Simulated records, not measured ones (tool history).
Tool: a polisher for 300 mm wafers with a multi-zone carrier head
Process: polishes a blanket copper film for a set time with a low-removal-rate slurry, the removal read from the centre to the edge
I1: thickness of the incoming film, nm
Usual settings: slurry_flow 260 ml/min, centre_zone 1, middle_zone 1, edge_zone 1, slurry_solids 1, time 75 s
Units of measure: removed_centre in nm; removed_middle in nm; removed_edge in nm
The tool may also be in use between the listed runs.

run 1 hour=0 | slurry_flow=260 centre_zone=1 middle_zone=1 edge_zone=1.07 slurry_solids=1 time=75 | I1=1179 | removed_centre=144.6 removed_middle=163.2 removed_edge=173.1
-- hour=18.9 worn pad replaced by a new one
run 2 hour=19.4 | slurry_flow=260 centre_zone=1 middle_zone=1 edge_zone=1 slurry_solids=1 time=75 | I1=1175.6 | removed_centre=143.1 removed_middle=161.2 removed_edge=169.7
run 3 hour=25.6 | slurry_flow=260 centre_zone=1 middle_zone=1 edge_zone=1 slurry_solids=1 time=75 | I1=1201.8 | removed_centre=141.9 removed_middle=163.6 removed_edge=169.2
run 4 hour=43.5 | slurry_flow=260 centre_zone=1 middle_zone=1 edge_zone=1 slurry_solids=1 time=75 | I1=1179.8 | removed_centre=142.7 removed_middle=161.4 removed_edge=167.4
run 5 hour=56.7 | slurry_flow=260 centre_zone=1 middle_zone=1 edge_zone=1 slurry_solids=0.8 time=75 | I1=1184.5 | removed_centre=135.9 removed_middle=159.3 removed_edge=160.8
run 6 hour=71.6 | slurry_flow=260 centre_zone=1 middle_zone=1 edge_zone=1 slurry_solids=0.8 time=75 | I1=1182.4 | removed_centre=137.1 removed_middle=153.1 removed_edge=157.5
-- hour=87.1 carrier head's membrane replaced by a new one
run 7 hour=87.6 | slurry_flow=260 centre_zone=1 middle_zone=1 edge_zone=1 slurry_solids=0.8 time=75 | I1=1187.7 | removed_centre=136.8 removed_middle=156.5 removed_edge=162.5
-- hour=106.2 edge zone pressure recalibrated
-- hour=106.6 worn pad replaced by a new one
-- hour=122.1 slurry nozzle cleaned
run 8 hour=139.7 | slurry_flow=260 centre_zone=1 middle_zone=1 edge_zone=1 slurry_solids=1 time=75 | I1=1185.5 | removed_centre=153.9 removed_middle=175.3 removed_edge=173.2
run 9 hour=146.6 | slurry_flow=260 centre_zone=1 middle_zone=1 edge_zone=1 slurry_solids=1 time=75 | I1=1179.1 | removed_centre=152.8 removed_middle=174.5 removed_edge=176.7
run 10 hour=155 | slurry_flow=260 centre_zone=1 middle_zone=1 edge_zone=1 slurry_solids=1 time=75 | I1=1202.1 | removed_centre=152.8 removed_middle=174.2 removed_edge=177.2
run 11 hour=168.6 | slurry_flow=335 centre_zone=1 middle_zone=1 edge_zone=1 slurry_solids=1.15 time=75 | I1=1154.9 | removed_centre=161 removed_middle=180.5 removed_edge=180.3
run 12 hour=178.7 | slurry_flow=260 centre_zone=1 middle_zone=0.91 edge_zone=0.9 slurry_solids=1 time=75 | I1=1187.2 | removed_centre=152.4 removed_middle=160 removed_edge=168.8
run 13 hour=186.4 | slurry_flow=260 centre_zone=1 middle_zone=1 edge_zone=1 slurry_solids=1 time=75 | I1=1191.1 | removed_centre=150.8 removed_middle=173.9 removed_edge=177.9
-- hour=194.3 worn pad replaced by a new one
-- hour=197.3 centre zone pressure recalibrated
run 14 hour=203.6 | slurry_flow=260 centre_zone=1.12 middle_zone=1 edge_zone=1 slurry_solids=1.25 time=75 | I1=1188.1 | removed_centre=201.7 removed_middle=177.9 removed_edge=182.5
run 15 hour=218.1 | slurry_flow=260 centre_zone=1 middle_zone=1 edge_zone=1 slurry_solids=1 time=75 | I1=1178.5 | removed_centre=172.8 removed_middle=172.1 removed_edge=171.6
run 16 hour=236.4 | slurry_flow=260 centre_zone=1.07 middle_zone=1 edge_zone=1 slurry_solids=0.75 time=75 | I1=1167.3 | removed_centre=174.5 removed_middle=162.2 removed_edge=169.3
run 17 hour=247.5 | slurry_flow=260 centre_zone=1 middle_zone=1 edge_zone=1 slurry_solids=1 time=75 | I1=1164.7 | removed_centre=170.2 removed_middle=171 removed_edge=174.5
run 18 hour=255.7 | slurry_flow=260 centre_zone=1 middle_zone=1 edge_zone=1 slurry_solids=1 time=75 | I1=1184.7 | removed_centre=170.7 removed_middle=169.7 removed_edge=175.7
run 19 hour=266.4 | slurry_flow=205 centre_zone=1 middle_zone=1 edge_zone=1 slurry_solids=1.2 time=87 | I1=1178.1 | removed_centre=191.9 removed_middle=194.4 removed_edge=201.1
run 20 hour=276.9 | slurry_flow=230 centre_zone=1 middle_zone=1 edge_zone=1 slurry_solids=0.85 time=75 | I1=1178.9 | removed_centre=159.3 removed_middle=161.8 removed_edge=169.8
-- hour=282.6 worn pad replaced by a new one
run 21 hour=293.7 | slurry_flow=260 centre_zone=1 middle_zone=1 edge_zone=1 slurry_solids=1 time=75 | I1=1176.8 | removed_centre=168.3 removed_middle=170.2 removed_edge=170.3
run 22 hour=304.2 | slurry_flow=220 centre_zone=0.94 middle_zone=1 edge_zone=1 slurry_solids=1.1 time=75 | I1=1188 | removed_centre=153 removed_middle=163.7 removed_edge=168.4

Forecast each of these 3 alternatives for the next run:
run A hour=304.6 | slurry_flow=260 centre_zone=1 middle_zone=1 edge_zone=0.94 slurry_solids=1 time=75 | I1=1166.2 | removed_centre=? removed_middle=? removed_edge=?
run B hour=304.6 | slurry_flow=260 centre_zone=1.05 middle_zone=1.04 edge_zone=1 slurry_solids=0.8 time=65 | I1=1166.2 | removed_centre=? removed_middle=? removed_edge=?
run C hour=304.6 | slurry_flow=290 centre_zone=1.1 middle_zone=1 edge_zone=1 slurry_solids=1.2 time=95 | I1=1166.2 | removed_centre=? removed_middle=? removed_edge=?

run=A removed_centre=167.7 removed_middle=167.8 removed_edge=168.8
run=B removed_centre=147.7 removed_middle=145.3 removed_edge=145.6
run=C removed_centre=245.5 removed_middle=222.5 removed_edge=229.8
With the hidden condition removed and each run's random variation left untouched, the same runs would have given:
run=A removed_centre=179.2 removed_middle=174.9 removed_edge=174.1
run=B removed_centre=157.8 removed_middle=151.4 removed_edge=150.2
run=C removed_centre=261 removed_middle=230.9 removed_edge=236.3
